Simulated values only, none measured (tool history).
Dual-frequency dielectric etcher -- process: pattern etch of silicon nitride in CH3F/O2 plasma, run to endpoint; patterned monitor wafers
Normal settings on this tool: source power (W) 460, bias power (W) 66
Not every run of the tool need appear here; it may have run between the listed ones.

run,day,source power (W),bias power (W),wafers since the last listed run,hours since the last wet clean,hours since the last source power generator calibration,hours since the last bias power generator calibration,hours since the last upper electrode change,"incoming incoming film thickness, nm",endpoint time (s)
1,0.000,370,66,0,423.6,3236.6,1567.7,1658.1,75.2,94.5
2,0.558,370,66,92,437.0,3250.0,1581.1,1671.5,75.1,94.0
3,1.100,510,62,90,450.0,3263.0,1594.1,1684.5,74.8,84.5
4,1.433,460,66,55,458.0,3271.0,1602.1,1692.5,75.6,86.6
5,1.933,460,66,83,470.0,3283.0,1614.1,1704.5,75.0,85.5
6,3.588,380,66,275,509.7,3322.7,1653.8,1744.2,75.4,93.8
7,4.938,380,66,224,542.1,3355.1,1686.2,1776.6,75.4,92.9
8,5.283,460,56,57,550.4,3363.4,1694.5,1784.9,75.0,91.1
9,5.800,460,56,85,562.8,3375.8,1706.9,1797.3,75.5,91.5
# day 6.942: wet clean of the chamber
10,6.962,460,56,27,0.5,3403.7,1734.8,1825.2,75.1,89.0
11,7.196,460,54,38,6.1,3409.3,1740.4,1830.8,74.4,89.9
12,7.633,460,74,72,16.6,3419.8,1750.9,1841.3,74.5,79.9
13,8.350,460,74,119,33.8,3437.0,1768.1,1858.5,75.3,81.3
14,8.879,460,74,87,46.5,3449.7,1780.8,1871.2,75.3,80.8
15,9.271,460,75,65,55.9,3459.1,1790.2,1880.6,75.2,80.4
# day 9.750: source power generator calibrated
16,9.771,510,76,55,67.9,0.5,1802.2,1892.6,75.4,78.7
17,9.933,460,81,27,71.8,4.4,1806.1,1896.5,73.8,77.2
18,10.379,370,72,74,82.5,15.1,1816.8,1907.2,75.6,90.2
19,10.967,350,51,97,96.6,29.2,1830.9,1921.3,75.0,101.7
20,11.388,560,74,69,106.7,39.3,1841.0,1931.4,74.9,76.5
21,11.700,570,66,51,114.2,46.8,1848.5,1938.9,75.6,79.0
# day 13.275: upper electrode replaced
22,13.296,360,62,99,152.5,85.1,1886.8,0.5,75.1,96.4
23,14.733,370,72,239,187.0,119.6,1921.3,35.0,75.3,90.4
# day 15.079: bias power generator calibrated
24,15.371,530,81,78,202.3,134.9,7.0,50.3,75.6,76.1
25,15.704,530,61,55,210.3,142.9,15.0,58.3,75.8,82.8
26,16.371,460,56,110,226.3,158.9,31.0,74.3,75.2,90.5
27,16.662,400,52,48,233.3,165.9,38.0,81.3,75.2,98.8
28,17.300,430,77,106,248.6,181.2,53.3,96.6,74.7,82.7
29,17.929,400,81,104,263.7,196.3,68.4,111.7,75.2,83.9
30,18.512,460,66,97,277.7,210.3,82.4,125.7,74.7,84.6
31,18.879,500,66,60,286.5,219.1,91.2,134.5,75.3,82.8
32,19.296,460,56,69,296.5,229.1,101.2,144.5,75.4,91.1
33,19.800,560,66,83,308.6,241.2,113.3,156.6,75.2,79.7
34,20.067,520,55,44,315.0,247.6,119.7,163.0,75.2,87.1
35,20.396,540,66,54,322.9,255.5,127.6,170.9,75.5,80.6

Predict the results of run 36:
36,20.742,520,55,57,331.2,263.8,135.9,179.2,74.6,?

endpoint time (s): 86.2
The same run, on a tool lacking any hidden state, would have yielded endpoint time (s) 84.6.
